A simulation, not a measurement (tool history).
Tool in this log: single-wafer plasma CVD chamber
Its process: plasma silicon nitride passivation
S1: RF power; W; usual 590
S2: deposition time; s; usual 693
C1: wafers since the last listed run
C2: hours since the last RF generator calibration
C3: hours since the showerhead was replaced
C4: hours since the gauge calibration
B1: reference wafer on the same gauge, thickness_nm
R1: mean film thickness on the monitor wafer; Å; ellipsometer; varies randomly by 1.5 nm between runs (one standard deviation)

run,hour,S1,S2,C1,C2,C3,C4,B1,R1
1,0.0,590,693,0,1456.8,4523.5,51.4,1179.782,9830.43
2,16.5,590,693,27,1473.3,4540.0,67.9,1179.938,9793.29
3,24.4,590,693,12,1481.2,4547.9,75.8,1180.125,9810.60
4,39.1,590,693,24,1495.9,4562.6,90.5,1179.917,9808.51
5,48.0,590,775,14,1504.8,4571.5,99.4,1179.973,10947.44
6,65.2,590,775,28,1522.0,4588.7,116.6,1179.990,10937.29
7,73.6,655,693,13,1530.4,4597.1,125.0,1179.773,10136.91
8,84.1,655,693,17,1540.9,4607.6,135.5,1180.047,10167.41
9,128.6,590,796,72,1585.4,4652.1,180.0,1180.054,11267.84
# hour 150.2: RF generator calibrated
10,150.7,590,796,23,0.5,4674.2,202.1,1180.232,11518.35
11,157.5,590,796,11,7.3,4681.0,208.9,1180.075,11536.45
12,175.2,590,693,29,25.0,4698.7,226.6,1179.747,10028.88
# hour 176.2: gauge calibrated
13,185.5,535,773,16,35.3,4709.0,9.3,1179.933,10817.93
14,203.1,590,693,28,52.9,4726.6,26.9,1180.084,10066.88
15,220.9,530,780,29,70.7,4744.4,44.7,1180.239,10871.39
16,236.0,590,693,24,85.8,4759.5,59.8,1179.746,10044.94
# hour 244.6: showerhead replaced
17,245.6,590,693,2,95.4,1.0,69.4,1179.854,10014.75
18,262.7,485,826,28,112.5,18.1,86.5,1180.384,11122.08
19,279.5,660,772,27,129.3,34.9,103.3,1179.627,11608.08
20,292.0,640,817,20,141.8,47.4,115.8,1179.997,12119.65
21,308.6,540,693,27,158.4,64.0,132.4,1180.147,9715.86
22,319.6,515,829,18,169.4,75.0,143.4,1179.742,11383.55

3 options for the next run, each taken on its own from the tool as it stands now. Forecast them:
A,320.2,590,693,0,170.0,75.6,144.0,?,?
B,320.2,625,779,0,170.0,75.6,144.0,?,?
C,320.2,705,767,0,170.0,75.6,144.0,?,?

run,B1,R1
A,1180.180,10031.13
B,1180.180,11501.06
C,1180.180,11795.65
With no hidden state in the tool, these same runs would have given:
run,R1
A,10060.86
B,11535.16
C,11830.62

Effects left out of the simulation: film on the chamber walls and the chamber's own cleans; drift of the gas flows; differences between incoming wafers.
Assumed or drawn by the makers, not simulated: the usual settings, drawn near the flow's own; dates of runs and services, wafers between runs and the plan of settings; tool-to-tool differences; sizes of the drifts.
